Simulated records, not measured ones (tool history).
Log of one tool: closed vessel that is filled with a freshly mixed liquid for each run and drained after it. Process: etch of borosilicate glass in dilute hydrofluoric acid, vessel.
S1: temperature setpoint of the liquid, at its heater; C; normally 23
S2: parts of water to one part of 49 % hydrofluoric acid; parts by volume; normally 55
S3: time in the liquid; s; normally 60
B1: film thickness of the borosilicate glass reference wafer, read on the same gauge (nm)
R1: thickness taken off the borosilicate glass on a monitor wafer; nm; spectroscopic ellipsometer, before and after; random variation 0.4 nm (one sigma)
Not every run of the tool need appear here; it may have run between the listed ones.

| run | hour | S1 | S2 | S3 | B1 | R1 |
|---|---|---|---|---|---|---|
| 1 | 0 | 23 | 55 | 60 | 39.99 | 58.84 |
| 2 | 48.2 | 23 | 55 | 60 | 39.99 | 59.23 |
| 3 | 89.2 | 23 | 55 | 60 | 40 | 59.1 |
| 4 | 120.9 | 23 | 55 | 60 | 39.99 | 59.47 |
| 5 | 169.7 | 23 | 55 | 60 | 39.98 | 59.48 |
| 6 | 216.1 | 23 | 55 | 60 | 40.01 | 59.04 |
| 7 | 264.4 | 23 | 55 | 60 | 39.99 | 60.01 |
| 8 | 335 | 23 | 55 | 60 | 40.01 | 59.45 |
| 9 | 402.7 | 23 | 35 | 60 | 39.98 | 96.97 |
| 10 | 460.4 | 23 | 55 | 60 | 39.99 | 59.83 |
| 11 | 674.4 | 23 | 55 | 60 | 40 | 60.17 |
| 12 | 704.9 | 23 | 55 | 60 | 40 | 60.36 |
| 13 | 770.8 | 20 | 80 | 60 | 39.99 | 35.7 |
| 14 | 849.7 | 23 | 55 | 80 | 40.03 | 81.27 |
|  | 868.8 | hydrofluoric acid flow meter replaced |
|  | 878 | gauge calibrated |
| 15 | 908.4 | 23 | 75 | 70 | 40 | 50.76 |
| 16 | 957.2 | 21 | 40 | 60 | 40.01 | 79.74 |
| 17 | 988.6 | 26 | 65 | 90 | 39.98 | 85.74 |
| 18 | 1026.2 | 21 | 40 | 40 | 40.01 | 52.3 |
|  | 1071.6 | thermometer replaced |
| 19 | 1079.2 | 23 | 55 | 60 | 39.99 | 54.41 |
| 20 | 1119 | 19 | 65 | 70 | 39.98 | 45.67 |
| 21 | 1174.7 | 23 | 55 | 60 | 39.99 | 54.91 |
| 22 | 1206.7 | 23 | 85 | 35 | 39.99 | 20.16 |
| 23 | 1238.9 | 23 | 55 | 60 | 40 | 56.07 |
| 24 | 1308.5 | 18.5 | 75 | 70 | 40.02 | 38.59 |
| 25 | 1363.8 | 21 | 40 | 40 | 39.99 | 47.68 |

Forecast each of these 4 alternatives for the next run:
| A | 1364.5 | 23 | 55 | 60 | ? | ? |
| B | 1364.5 | 19 | 70 | 95 | ? | ? |
| C | 1364.5 | 27 | 55 | 60 | ? | ? |
| D | 1364.5 | 25 | 55 | 70 | ? | ? |

| run | B1 | R1 |
|---|---|---|
| A | 40 | 55.68 |
| B | 40 | 57.58 |
| C | 40 | 65.47 |
| D | 40 | 70.49 |
What these runs would have given with no unlogged condition in the tool:
| run | R1 |
|---|---|
| A | 54.52 |
| B | 56.36 |
| C | 64.15 |
| D | 69.05 |

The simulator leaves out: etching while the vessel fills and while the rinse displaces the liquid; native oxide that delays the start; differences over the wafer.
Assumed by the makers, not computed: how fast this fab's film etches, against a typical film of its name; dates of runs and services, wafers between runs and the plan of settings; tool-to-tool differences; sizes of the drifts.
